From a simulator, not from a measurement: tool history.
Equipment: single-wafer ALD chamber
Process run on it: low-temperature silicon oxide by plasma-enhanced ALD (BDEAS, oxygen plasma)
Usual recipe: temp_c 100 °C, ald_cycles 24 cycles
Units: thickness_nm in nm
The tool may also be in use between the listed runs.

run,hour,temp_c,ald_cycles,"read-back reference wafer on the same gauge, thickness_nm",thickness_nm
1,0,93,24,3.798,3.339
2,43.6,93,24,3.797,3.334
3,97.2,100,24,3.796,3.225
4,126.4,100,24,3.795,3.243
5,162,100,24,3.794,3.237
6,212.5,93,28,3.791,3.871
7,253.1,93,28,3.791,3.886
8,285.8,93,28,3.79,3.87
9,342.4,111,24,3.786,3.163
10,384.5,111,24,3.787,3.163
11,456.1,100,25,3.78,3.359
12,505.7,100,21,3.778,2.821
13,570.3,100,24,3.776,3.224
14,618,100,24,3.774,3.221
15,664.4,109,24,3.771,3.156
16,712.3,100,24,3.771,3.216
# hour 750.9: gauge calibrated
17,761.7,100,24,3.807,3.252
18,792.1,94,24,3.805,3.324
19,826.7,100,24,3.804,3.245
20,879.9,96,26,3.803,3.566
21,950.1,100,24,3.799,3.254
# hour 987.7: thermocouple changed; heater temperature recalibrated
22,988.2,110,20,3.799,2.64
23,1033,96,28,3.798,3.839

What will run 24 give?
24,1087.8,87,29,?,?

Run 24 produced read-back reference wafer on the same gauge, thickness_nm 3.796, thickness_nm 4.108 nm.
Were there no unlogged condition in the tool, this run, its random variation unchanged, would have produced thickness_nm 4.125 nm.

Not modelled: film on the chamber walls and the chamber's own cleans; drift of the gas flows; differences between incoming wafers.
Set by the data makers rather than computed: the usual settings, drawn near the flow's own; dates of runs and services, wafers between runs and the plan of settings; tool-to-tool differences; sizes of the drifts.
